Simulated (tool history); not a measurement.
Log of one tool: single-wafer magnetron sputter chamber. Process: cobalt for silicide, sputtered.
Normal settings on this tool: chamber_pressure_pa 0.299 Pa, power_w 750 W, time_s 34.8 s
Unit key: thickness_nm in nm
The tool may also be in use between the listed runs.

| run | hour | chamber_pressure_pa | power_w | time_s | read-back reference wafer on the same gauge, thickness_nm | thickness_nm |
|---|---|---|---|---|---|---|
| 1 | 0.0 | 0.299 | 650 | 34.8 | 17.499 | 12.625 |
|  | 14.5 | sputter target and shields replaced |
| 2 | 15.0 | 0.299 | 650 | 34.8 | 17.492 | 12.765 |
| 3 | 55.0 | 0.299 | 850 | 34.8 | 17.496 | 16.587 |
| 4 | 67.3 | 0.299 | 850 | 34.8 | 17.489 | 16.476 |
| 5 | 78.9 | 0.299 | 850 | 34.8 | 17.496 | 16.526 |
| 6 | 86.6 | 0.299 | 750 | 34.8 | 17.515 | 14.524 |
| 7 | 99.0 | 0.299 | 750 | 37.8 | 17.486 | 15.731 |
| 8 | 110.8 | 0.299 | 750 | 37.8 | 17.510 | 15.693 |
|  | 131.8 | sputter target and shields replaced |
| 9 | 132.3 | 0.299 | 750 | 37.8 | 17.501 | 15.924 |
| 10 | 139.3 | 0.242 | 750 | 34.8 | 17.497 | 15.108 |
| 11 | 151.9 | 0.299 | 750 | 34.8 | 17.509 | 14.630 |
| 12 | 161.3 | 0.299 | 750 | 34.8 | 17.502 | 14.562 |
| 13 | 174.2 | 0.299 | 750 | 34.8 | 17.510 | 14.582 |
|  | 189.9 | capacitance manometer re-zeroed and calibrated |
| 14 | 190.4 | 0.299 | 750 | 37.4 | 17.495 | 15.575 |
| 15 | 199.2 | 0.299 | 750 | 37.4 | 17.475 | 15.556 |
|  | 224.7 | magnet pack replaced |
| 16 | 225.2 | 0.299 | 650 | 31.9 | 17.497 | 11.459 |
|  | 225.5 | gauge calibrated |
| 17 | 236.4 | 0.299 | 600 | 32.4 | 17.487 | 10.751 |
|  | 255.5 | sputter target and shields replaced |
| 18 | 256.0 | 0.299 | 750 | 34.8 | 17.512 | 14.637 |
| 19 | 265.1 | 0.299 | 750 | 40.3 | 17.518 | 16.966 |
| 20 | 282.7 | 0.187 | 750 | 30.4 | 17.495 | 13.493 |
| 21 | 309.3 | 0.258 | 650 | 32.4 | 17.494 | 11.973 |
| 22 | 318.4 | 0.299 | 750 | 36.6 | 17.490 | 15.253 |
| 23 | 326.9 | 0.299 | 750 | 37.6 | 17.504 | 15.620 |
| 24 | 338.8 | 0.299 | 750 | 34.8 | 17.508 | 14.487 |
| 25 | 353.5 | 0.299 | 750 | 34.8 | 17.508 | 14.451 |
|  | 367.3 | sputter target and shields replaced |
| 26 | 367.8 | 0.299 | 650 | 38.2 | 17.504 | 14.034 |
| 27 | 379.8 | 0.363 | 900 | 34.8 | 17.486 | 17.054 |
| 28 | 387.2 | 0.195 | 750 | 38.5 | 17.500 | 17.067 |
| 29 | 396.0 | 0.207 | 750 | 28.4 | 17.500 | 12.447 |
| 30 | 407.7 | 0.340 | 550 | 31.5 | 17.490 | 9.516 |
| 31 | 414.6 | 0.187 | 850 | 38.9 | 17.523 | 19.480 |
| 32 | 458.1 | 0.299 | 750 | 34.8 | 17.505 | 14.472 |
|  | 470.2 | sputter target and shields replaced |
| 33 | 470.7 | 0.257 | 750 | 31.4 | 17.502 | 13.546 |
| 34 | 475.2 | 0.195 | 550 | 37.8 | 17.504 | 12.413 |
| 35 | 486.6 | 0.299 | 750 | 28.2 | 17.521 | 11.903 |
| 36 | 496.6 | 0.345 | 800 | 34.8 | 17.515 | 15.262 |

For each run, what was the tool's unlogged condition?
true argon pressure above the setpoint (%): 0 across all the runs
gauge reads high (%): 0 across all the runs
H1: deposition rate above that of a new target (%)
| run | H1 |
|---|---|
| 1 | -1.58 |
| 2 | -0.212 |
| 3 | -0.992 |
| 4 | -1.23 |
| 5 | -1.46 |
| 6 | -1.61 |
| 7 | -1.85 |
| 8 | -2.08 |
| 9 | -0.212 |
| 10 | -0.349 |
| 11 | -0.595 |
| 12 | -0.778 |
| 13 | -1.03 |
| 14 | -1.35 |
| 15 | -1.52 |
| 16 | -2.03 |
| 17 | -2.24 |
| 18 | -0.328 |
| 19 | -0.506 |
| 20 | -0.849 |
| 21 | -1.37 |
| 22 | -1.55 |
| 23 | -1.71 |
| 24 | -1.94 |
| 25 | -2.23 |
| 26 | -0.215 |
| 27 | -0.449 |
| 28 | -0.594 |
| 29 | -0.766 |
| 30 | -0.994 |
| 31 | -1.13 |
| 32 | -1.98 |
| 33 | -0.137 |
| 34 | -0.225 |
| 35 | -0.447 |
| 36 | -0.642 |
